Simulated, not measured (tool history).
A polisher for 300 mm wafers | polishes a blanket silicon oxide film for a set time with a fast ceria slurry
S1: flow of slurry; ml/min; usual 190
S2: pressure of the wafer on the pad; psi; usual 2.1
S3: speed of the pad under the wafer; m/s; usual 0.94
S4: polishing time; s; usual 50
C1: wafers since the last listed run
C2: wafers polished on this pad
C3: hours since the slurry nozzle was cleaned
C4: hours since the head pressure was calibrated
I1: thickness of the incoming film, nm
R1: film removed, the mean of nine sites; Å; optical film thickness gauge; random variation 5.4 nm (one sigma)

run	hour	S1	S2	S3	S4	C1	C2	C3	C4	I1	R1
1	0	190	2.1	0.94	50	0	329	113	888.8	2273.2	5186
2	19.3	190	2.1	0.94	50	165	495	132.3	908.1	2272.8	5181
3	48.9	190	2.1	0.94	50	253	748	161.9	937.7	2282.9	5250
4	70.6	190	2.1	0.94	50	185	934	183.6	959.4	2335.4	5196
# hour 87.8: slurry nozzle cleaned
5	89.8	190	2.1	0.94	50	155	1089	2	978.6	2336.5	5263
6	103.7	190	2.1	0.94	50	118	1208	15.9	992.5	2306.3	5193
7	128.2	190	2.1	0.94	50	209	1418	40.4	1017	2304.4	5248
# hour 138.3: worn pad replaced by a new one
8	151.1	190	2.1	0.94	50	161	109	63.3	1039.9	2311.5	5177
9	186.1	190	2.1	0.94	50	299	409	98.3	1074.9	2314.6	5176
10	221.6	190	2.1	0.94	50	303	712	133.8	1110.4	2286.3	5344
11	244	190	2.1	0.74	50	191	904	156.2	1132.8	2332.9	4162
12	287.1	190	2.1	0.74	50	368	1273	199.3	1175.9	2330.4	4227
13	300.6	190	2.1	0.74	50	115	1388	212.8	1189.4	2254.1	4326
# hour 308.7: slurry nozzle cleaned
# hour 317.3: worn pad replaced by a new one
14	333	190	2.1	0.94	36	234	134	24.3	1221.8	2288	3731
15	351.2	190	2.1	0.94	36	155	289	42.5	1240	2329.3	3759
16	385.2	215	1.6	0.94	50	290	580	76.5	1274	2257.4	4024
17	402.5	230	2.3	0.84	63	148	728	93.8	1291.3	2257.1	6575
18	431.1	190	2.7	1.2	59	244	973	122.4	1319.9	2263.7	9672
19	460.8	190	1.9	0.94	32	254	1227	152.1	1349.6	2303.2	3019
# hour 496.1: worn pad replaced by a new one
20	496.6	190	2.1	0.94	50	272	4	187.9	1385.4	2276.4	5182
# hour 536.8: slurry nozzle cleaned
21	565.7	255	1.7	1.14	60	582	587	28.9	1454.5	2244	6265
22	591.3	245	2.1	0.8	50	219	806	54.5	1480.1	2300.2	4680
23	622.9	125	2.1	0.94	50	270	1076	86.1	1511.7	2303.1	4890
# hour 626.4: head pressure recalibrated
# hour 635.6: worn pad replaced by a new one
24	638	240	2.1	1.24	50	77	20	101.2	11.6	2340.2	6897
25	654.9	135	1.6	0.94	50	144	165	118.1	28.5	2297.6	3774
26	677.8	190	1.8	0.94	64	195	361	141	51.4	2332.1	5721
27	692.3	190	1.5	0.94	59	124	485	155.5	65.9	2313.4	4356
28	716	190	2.3	1.14	45	202	688	179.2	89.6	2319.1	6077
29	738.9	140	2.1	0.76	33	195	884	202.1	112.5	2292.5	2730
# hour 740.9: slurry nozzle cleaned
30	767.1	190	2.1	0.94	50	232	1116	26.2	140.7	2313.1	5181
31	780.7	190	2.1	0.94	50	116	1233	39.8	154.3	2279.7	5207
32	796.1	190	1.4	1.22	44	131	1364	55.2	169.7	2278.2	3891
# hour 803.8: worn pad replaced by a new one
33	812.1	150	2.1	0.94	50	102	71	71.2	185.7	2294.9	4992

The tool's hidden state at each run:
removal rate lost through wear of the pad, %: 0 in every run
slurry flow missing at the pad, %: 0 in every run
deviation of the head's pressure from its setpoint, %: 0 in every run
